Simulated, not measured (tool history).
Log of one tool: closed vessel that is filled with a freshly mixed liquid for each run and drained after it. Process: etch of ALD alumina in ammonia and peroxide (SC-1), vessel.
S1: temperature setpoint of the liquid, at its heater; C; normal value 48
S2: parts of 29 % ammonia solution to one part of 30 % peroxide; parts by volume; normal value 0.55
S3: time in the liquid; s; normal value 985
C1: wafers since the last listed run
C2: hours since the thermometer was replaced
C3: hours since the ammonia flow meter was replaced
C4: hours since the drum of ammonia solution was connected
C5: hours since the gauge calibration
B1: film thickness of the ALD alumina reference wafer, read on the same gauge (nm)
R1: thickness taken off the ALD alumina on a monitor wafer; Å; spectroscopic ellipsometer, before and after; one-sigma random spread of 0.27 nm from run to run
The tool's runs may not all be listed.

run     day    S1    S2    S3     C1      C2     C3     C4      C5     B1     R1
  1       0    48  0.55   755      0  1374.7    799    468  1916.1  41.16  333.1
  2   2.471    48  0.55   755   4381    1434  858.3  527.3  1975.4   41.2  333.8
       2.95  -- ammonia flow meter replaced
  3   5.146    48  0.55   985   4669  1498.2   52.7  591.5  2039.6  41.26  437.7
  4   8.542    48  0.55   985   6021  1579.7  134.2    673  2121.1  41.29  435.5
      9.571  -- new drum of ammonia solution connected
  5    11.1    48  0.55   985   4462  1641.1  195.6   36.7  2182.5  41.32  436.3
  6   12.85    48  0.45  1315   3103  1683.1  237.6   78.7  2224.5  41.34  574.7
     15.879  -- thermometer replaced
  7  17.254    48   0.8   985   7736      33  343.3  184.4  2330.2   41.4  450.8
  8  20.625    48  0.55   590   5977   113.9  424.2  265.3  2411.1  41.46  259.6
  9  23.783    48   0.3  1570   5600   189.7    500  341.1  2486.9  41.52  665.1
 10  28.175  39.5  0.75  1260   7787   295.1  605.4  446.5  2592.3  41.57  351.7
 11  29.738    38   0.8   750   2770   332.6  642.9    484  2629.8   41.6  195.6
 12  32.396  39.5  0.45   985   4714   396.4  706.7  547.8  2693.6  41.62  266.6
     36.246  -- ammonia flow meter replaced
 13  36.646    48  0.55   985   7462   498.4    9.6  649.8  2795.6  41.69  443.6
 14  39.638    48  0.55   985   5305   570.2   81.4  721.6  2867.4  41.73  439.9
     40.542  -- new drum of ammonia solution connected
 15  51.121  41.5   0.8   795  20289   845.8    357  253.9    3143  41.88  254.7
     53.779  -- gauge calibrated
 16  54.838    48  0.55   490   6590     935  446.2  343.1    25.4  39.83  210.5
 17  57.217    48  0.55   985   4219   992.1  503.3  400.2    82.5  39.88  415.6
 18  59.325  54.5   0.8  1180   3738  1042.7  553.9  450.8   133.1  39.88  749.7
 19  61.096    44  0.55   985   3140  1085.2  596.4  493.3   175.6  39.93  333.7
 20      63  56.5  0.45   985   3376  1130.9  642.1    539   221.3  39.96  659.7
     65.646  -- ammonia flow meter replaced
     66.483  -- new drum of ammonia solution connected
 21  67.417  40.5  0.75  1260   7684  1236.9   42.5   22.4   327.3  40.04  362.9
 22  70.179    41  0.55   985   4898  1303.2  108.8   88.7   393.6  40.08  282.3
 23  75.271  42.5  0.65   655   9029  1425.4    231  210.9   515.8  40.15  207.9
 24  79.104    48  0.45   485   6797  1517.4    323  302.9   607.8  40.18  205.9
 25      82  55.5   0.8   505   5135  1586.9  392.5  372.4   677.3  40.23  340.3
 26  86.217    48  0.55   985   7477  1688.1  493.7  473.6   778.5  40.28  430.4
     90.038  -- new drum of ammonia solution connected
 27  90.138    48  0.75   545   6879  1782.2  587.8    2.4   872.6  40.35  243.8
 28  93.058    48  0.55   985   5179  1852.3  657.9   72.5   942.7  40.38  429.3

Across each entry between runs, compare the hidden state at the last listed run before it with the hidden state at the first listed run after it:
Between runs 2 and 3: ammonia flow meter replaced (day 2.95)
  gauge reads high (%): 2.99 -> 3.09
  measured value less the no-hidden-state value, R1: +9.7 -> +13.2 Å
Between runs 4 and 5: new drum of ammonia solution connected (day 9.571)
  gauge reads high (%): 3.21 -> 3.31
  measured value less the no-hidden-state value, R1: +13.5 -> +13.9 Å
Between runs 6 and 7: thermometer replaced (day 15.879)
  gauge reads high (%): 3.37 -> 3.53
  measured value less the no-hidden-state value, R1: +18.7 -> +15.3 Å
Between runs 12 and 13: ammonia flow meter replaced (day 36.246)
  gauge reads high (%): 4.08 -> 4.23
  measured value less the no-hidden-state value, R1: +10.4 -> +18 Å
Between runs 14 and 15: new drum of ammonia solution connected (day 40.542)
  gauge reads high (%): 4.34 -> 4.75
  measured value less the no-hidden-state value, R1: +18.3 -> +11.6 Å
Between runs 15 and 16: gauge calibrated (day 53.779)
  gauge reads high (%): 4.75 -> -0.409
  measured value less the no-hidden-state value, R1: +11.6 -> -0.9 Å
Between runs 20 and 21: ammonia flow meter replaced (day 65.646); new drum of ammonia solution connected (day 66.483)
  gauge reads high (%): -0.114 -> 0.0461
  measured value less the no-hidden-state value, R1: -0.8 -> +0.1 Å
Between runs 26 and 27: new drum of ammonia solution connected (day 90.038)
  gauge reads high (%): 0.726 -> 0.867
  measured value less the no-hidden-state value, R1: +3.1 -> +2.1 Å
